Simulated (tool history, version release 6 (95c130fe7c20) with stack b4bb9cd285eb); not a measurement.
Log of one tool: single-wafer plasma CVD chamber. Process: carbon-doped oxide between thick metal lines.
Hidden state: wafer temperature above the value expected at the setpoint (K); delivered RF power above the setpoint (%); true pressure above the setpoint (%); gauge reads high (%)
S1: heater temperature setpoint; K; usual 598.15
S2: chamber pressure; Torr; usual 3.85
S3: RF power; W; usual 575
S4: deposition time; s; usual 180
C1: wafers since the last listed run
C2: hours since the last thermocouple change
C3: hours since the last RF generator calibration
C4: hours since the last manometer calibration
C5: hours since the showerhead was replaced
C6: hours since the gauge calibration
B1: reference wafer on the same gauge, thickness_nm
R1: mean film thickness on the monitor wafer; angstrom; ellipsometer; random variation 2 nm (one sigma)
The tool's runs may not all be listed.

run,hour,S1,S2,S3,S4,C1,C2,C3,C4,C5,C6,B1,R1
1,0.0,598.15,3.85,575,180,0,2336.2,918.5,1960.2,7699.1,38.9,1170.095,9909.78
2,9.3,598.15,3.85,575,180,105,2345.5,927.8,1969.5,7708.4,48.2,1170.462,9938.34
3,22.8,598.15,3.85,505,180,152,2359.0,941.3,1983.0,7721.9,61.7,1169.878,9269.75
4,37.2,598.15,3.85,505,180,162,2373.4,955.7,1997.4,7736.3,76.1,1169.851,9283.96
5,47.6,598.15,3.85,505,180,117,2383.8,966.1,2007.8,7746.7,86.5,1169.485,9317.57
6,61.2,598.15,3.85,630,180,153,2397.4,979.7,2021.4,7760.3,100.1,1169.271,10368.08
7,70.9,598.15,3.85,630,180,109,2407.1,989.4,2031.1,7770.0,109.8,1169.502,10405.64
8,88.5,598.15,3.85,575,180,199,2424.7,1007.0,2048.7,7787.6,127.4,1170.268,9893.41
9,104.0,598.15,3.85,575,180,175,2440.2,1022.5,2064.2,7803.1,142.9,1170.166,9925.08
# hour 141.9: showerhead replaced
# hour 157.0: thermocouple changed; heater temperature recalibrated
10,157.5,598.15,3.14,675,202,424,0.5,1076.0,2117.7,15.6,196.4,1169.960,11785.56
11,163.1,598.15,3.30,605,192,63,6.1,1081.6,2123.3,21.2,202.0,1169.475,10660.15
# hour 169.3: gauge calibrated
# hour 174.5: capacitance manometer re-zeroed and calibrated
# hour 186.6: RF generator calibrated
12,187.1,598.15,3.14,575,158,90,30.1,0.5,12.6,45.2,17.8,1169.487,8842.03
13,193.4,598.15,3.01,665,190,71,36.4,6.8,18.9,51.5,24.1,1170.280,11361.30
14,207.2,602.15,4.26,690,192,156,50.2,20.6,32.7,65.3,37.9,1169.683,12061.00
15,213.7,598.15,3.85,680,180,73,56.7,27.1,39.2,71.8,44.4,1170.115,11178.69
16,222.9,592.15,3.35,575,190,104,65.9,36.3,48.4,81.0,53.6,1168.979,10883.15
17,240.5,605.15,4.15,645,180,199,83.5,53.9,66.0,98.6,71.2,1169.843,10751.57
18,253.1,598.15,3.85,575,180,142,96.1,66.5,78.6,111.2,83.8,1170.626,10258.22

The next listed run, before its measurement:
19,262.5,598.15,3.85,575,180,106,105.5,75.9,88.0,120.6,93.2,?,?

B1: 1170.115
R1: 10231.85 angstrom
Without the tool's hidden state the same run would have given R1 10333.90 angstrom.

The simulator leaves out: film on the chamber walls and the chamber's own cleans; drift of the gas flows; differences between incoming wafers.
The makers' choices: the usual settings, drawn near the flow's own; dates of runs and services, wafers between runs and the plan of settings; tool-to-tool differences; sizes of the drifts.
